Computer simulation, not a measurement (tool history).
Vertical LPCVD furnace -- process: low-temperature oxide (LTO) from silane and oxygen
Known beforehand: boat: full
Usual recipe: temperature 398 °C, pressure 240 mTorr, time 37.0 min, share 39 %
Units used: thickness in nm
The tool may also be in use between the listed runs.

run,hour,temperature,pressure,time,share,"read-back reference wafer on the same gauge, thickness",thickness
1,0.0,398,240,37.0,39,409.01,334.19
2,25.8,398,240,37.0,39,409.07,333.75
# hour 37.4: gauge calibrated
3,44.2,398,240,37.0,39,408.90,333.71
4,76.9,398,240,37.0,39,409.03,333.62
5,108.6,398,240,37.0,39,409.22,333.41
# hour 146.1: thermocouples replaced and temperature profile calibrated
6,146.6,398,240,37.0,45,409.05,391.83
7,155.6,398,240,37.0,45,408.96,392.13
8,174.3,398,240,37.0,39,409.01,332.38
9,192.3,401,240,31.0,39,408.80,289.09
# hour 239.9: silane flow controller replaced
# hour 262.6: pressure gauge zeroed
10,263.1,398,240,37.0,39,409.02,354.98
11,268.0,398,240,37.0,39,408.98,354.47
12,272.9,387,180,45.5,42,409.00,316.36
# hour 280.2: gauge calibrated
13,295.6,402,220,50.5,39,408.98,463.90
14,311.0,408,240,37.0,39,408.96,394.12
15,331.0,398,240,37.0,45,409.08,415.33
16,356.7,409,285,47.5,39,408.86,606.03
17,382.8,398,195,47.0,39,409.07,362.95

The tool's hidden state at each run:
true tube temperature minus thermocouple reading, K: 0 on each run
deviation of the silane flow from its setpoint, %: 0 on each run
gauge reads high (%): 0 on each run
H1: true pressure minus gauge reading, mTorr
run,H1
1,-12.7
2,-12.7
3,-12.8
4,-12.8
5,-12.8
6,-12.9
7,-12.9
8,-12.9
9,-12.9
10,1.85
11,1.76
12,1.67
13,1.29
14,1.03
15,0.705
16,0.3
17,-0.0967
